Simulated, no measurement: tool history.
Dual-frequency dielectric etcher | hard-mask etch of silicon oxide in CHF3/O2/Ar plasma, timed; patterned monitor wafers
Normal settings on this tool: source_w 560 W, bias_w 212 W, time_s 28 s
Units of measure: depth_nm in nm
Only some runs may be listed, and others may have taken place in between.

run,hour,source_w,bias_w,time_s,"read-back reference wafer on the same gauge, depth_nm",depth_nm
1,0,560,212,28,44.4,55.7
# hour 10.5: bias power generator calibrated
2,18.4,560,212,28,44.4,55.7
3,43.5,560,212,28,44.4,56
4,56.5,560,212,28,44.4,55.9
5,75.3,560,212,28,44.4,56.1
# hour 118.2: upper electrode replaced
# hour 130.6: source power generator calibrated
6,158.2,510,212,28,44.4,53.5
7,191.2,450,212,23.5,44.4,43.1
8,217.3,650,181,36.5,44.4,72.3
# hour 226.3: gauge calibrated
9,239.1,560,243,28,44.4,58.6
10,252.9,460,260,25,44.4,50
# hour 303: wet clean of the chamber
11,303.5,560,212,28,44.4,54.7
12,303.9,630,181,28,44.4,53.9
13,317.3,560,212,28,44.4,54.9
14,345.8,560,177,32,44.4,58.8
15,377.8,630,181,28,44.4,54.5
16,392.6,510,212,24,44.4,45.8
17,412.9,560,212,28,44.4,55.3
18,448.3,560,212,25,44.4,49.4
19,477,450,241,35.5,44.4,68.3
20,489.6,560,212,28,44.4,55.4
21,507.4,560,212,28,44.4,55.7
22,533.1,490,246,33.5,44.4,67.2
23,545.2,560,165,28,44.4,50.9
24,560.5,520,229,31.5,44.4,62.9
25,575.4,440,262,28,44.4,55.7
26,592.3,480,212,36,44.4,68
27,628.9,450,228,25.5,44.4,48.6
28,648.9,560,212,23,44.4,46.1
# hour 698.9: wet clean of the chamber
29,750.7,520,253,30.5,44.4,62.6

Consider 5 possible next runs. They are alternatives, not a sequence: every one starts from the tool as it was left by run 29. What does each give?
A,751.1,560,212,28,?,?
B,751.1,560,167,28,?,?
C,751.1,660,212,20,?,?
D,751.1,660,212,34,?,?
E,751.1,450,244,28,?,?

run,"read-back reference wafer on the same gauge, depth_nm",depth_nm
A,44.4,55.3
B,44.4,50.7
C,44.4,42
D,44.4,71.3
E,44.4,53.9
Stripped of hidden state, with their random variation kept, the same runs would have yielded:
run,depth_nm
A,54.4
B,49.8
C,41.2
D,70.1
E,53

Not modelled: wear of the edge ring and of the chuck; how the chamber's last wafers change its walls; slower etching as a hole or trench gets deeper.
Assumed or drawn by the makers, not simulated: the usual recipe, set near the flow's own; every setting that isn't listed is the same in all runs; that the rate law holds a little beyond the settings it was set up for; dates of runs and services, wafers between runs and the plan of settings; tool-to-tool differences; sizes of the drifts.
